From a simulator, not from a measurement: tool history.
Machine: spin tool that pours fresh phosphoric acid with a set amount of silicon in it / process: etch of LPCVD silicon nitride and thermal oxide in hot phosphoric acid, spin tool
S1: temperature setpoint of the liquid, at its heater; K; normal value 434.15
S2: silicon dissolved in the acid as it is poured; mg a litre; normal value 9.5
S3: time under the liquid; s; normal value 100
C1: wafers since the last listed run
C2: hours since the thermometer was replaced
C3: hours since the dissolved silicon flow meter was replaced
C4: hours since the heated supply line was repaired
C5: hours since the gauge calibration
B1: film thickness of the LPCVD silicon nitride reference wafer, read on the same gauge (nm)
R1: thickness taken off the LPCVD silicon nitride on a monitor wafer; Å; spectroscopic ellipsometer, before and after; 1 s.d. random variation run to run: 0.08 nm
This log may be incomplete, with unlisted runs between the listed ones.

run 1 hour=0 | S1=434.15 S2=9.5 S3=100 | C1=0 C2=200.5 C3=1330.7 C4=1508 C5=738.7 | B1=70 | R1=94.1
run 2 hour=27.1 | S1=434.15 S2=9.5 S3=100 | C1=326 C2=227.6 C3=1357.8 C4=1535.1 C5=765.8 | B1=70.02 | R1=95.3
run 3 hour=87.8 | S1=434.15 S2=9.5 S3=145 | C1=730 C2=288.3 C3=1418.5 C4=1595.8 C5=826.5 | B1=70.02 | R1=135.9
run 4 hour=155.2 | S1=432.65 S2=9.5 S3=40 | C1=811 C2=355.7 C3=1485.9 C4=1663.2 C5=893.9 | B1=69.99 | R1=35.4
run 5 hour=212.5 | S1=434.15 S2=7.5 S3=100 | C1=689 C2=413 C3=1543.2 C4=1720.5 C5=951.2 | B1=69.99 | R1=93.5
run 6 hour=269.9 | S1=434.15 S2=9.5 S3=100 | C1=690 C2=470.4 C3=1600.6 C4=1777.9 C5=1008.6 | B1=70.04 | R1=91.8
run 7 hour=296.2 | S1=435.65 S2=7.5 S3=60 | C1=316 C2=496.7 C3=1626.9 C4=1804.2 C5=1034.9 | B1=70.02 | R1=59
-- hour=330.6 heated supply line repaired
run 8 hour=334.2 | S1=431.15 S2=5.5 S3=130 | C1=445 C2=534.7 C3=1664.9 C4=3.6 C5=1072.9 | B1=69.97 | R1=108.4
run 9 hour=373.2 | S1=435.65 S2=14 S3=135 | C1=469 C2=573.7 C3=1703.9 C4=42.6 C5=1111.9 | B1=70.01 | R1=131.1
run 10 hour=445.1 | S1=434.15 S2=9.5 S3=100 | C1=865 C2=645.6 C3=1775.8 C4=114.5 C5=1183.8 | B1=70 | R1=91.4
run 11 hour=473.8 | S1=436.15 S2=9.5 S3=75 | C1=345 C2=674.3 C3=1804.5 C4=143.2 C5=1212.5 | B1=69.99 | R1=74.6
-- hour=524.5 dissolved silicon flow meter replaced
run 12 hour=525 | S1=436.65 S2=9.5 S3=100 | C1=604 C2=725.5 C3=0.5 C4=194.4 C5=1263.7 | B1=70 | R1=100.7
-- hour=534.2 gauge calibrated
run 13 hour=563.7 | S1=434.15 S2=14.5 S3=100 | C1=465 C2=764.2 C3=39.2 C4=233.1 C5=29.5 | B1=70.02 | R1=91.6
run 14 hour=614.3 | S1=434.15 S2=9.5 S3=100 | C1=608 C2=814.8 C3=89.8 C4=283.7 C5=80.1 | B1=70.03 | R1=91.2
run 15 hour=646.7 | S1=434.15 S2=9.5 S3=100 | C1=389 C2=847.2 C3=122.2 C4=316.1 C5=112.5 | B1=70.03 | R1=91.2
run 16 hour=689 | S1=435.65 S2=3.5 S3=120 | C1=509 C2=889.5 C3=164.5 C4=358.4 C5=154.8 | B1=70.01 | R1=115.2
run 17 hour=741.7 | S1=436.65 S2=4.5 S3=55 | C1=634 C2=942.2 C3=217.2 C4=411.1 C5=207.5 | B1=70 | R1=54.1
run 18 hour=780.1 | S1=434.15 S2=3.5 S3=100 | C1=462 C2=980.6 C3=255.6 C4=449.5 C5=245.9 | B1=70.01 | R1=91.6
run 19 hour=818.4 | S1=434.15 S2=4 S3=100 | C1=460 C2=1018.9 C3=293.9 C4=487.8 C5=284.2 | B1=69.97 | R1=88.9
run 20 hour=869.1 | S1=436.15 S2=3.5 S3=150 | C1=610 C2=1069.6 C3=344.6 C4=538.5 C5=334.9 | B1=70.03 | R1=145.1
run 21 hour=907 | S1=434.15 S2=9.5 S3=120 | C1=456 C2=1107.5 C3=382.5 C4=576.4 C5=372.8 | B1=70 | R1=109.8
run 22 hour=969.8 | S1=434.15 S2=14.5 S3=150 | C1=755 C2=1170.3 C3=445.3 C4=639.2 C5=435.6 | B1=70 | R1=136

Hidden condition of the tool, last listed run before each entry between runs versus first listed run after:
Runs 7 to 8: heated supply line repaired (hour 330.6)
  liquid colder than its thermometer reads (K): 1.22 -> 1.27
  what was measured, less what the result would be without the hidden state, R1: -2.4 -> -4.8 Å
Runs 11 to 12: dissolved silicon flow meter replaced (hour 524.5)
  liquid colder than its thermometer reads (K): 1.46 -> 1.53
  what was measured, less what the result would be without the hidden state, R1: -3.7 -> -5.3 Å
Runs 12 to 13: gauge calibrated (hour 534.2)
  liquid colder than its thermometer reads (K): 1.53 -> 1.58
  what was measured, less what the result would be without the hidden state, R1: -5.3 -> -5 Å

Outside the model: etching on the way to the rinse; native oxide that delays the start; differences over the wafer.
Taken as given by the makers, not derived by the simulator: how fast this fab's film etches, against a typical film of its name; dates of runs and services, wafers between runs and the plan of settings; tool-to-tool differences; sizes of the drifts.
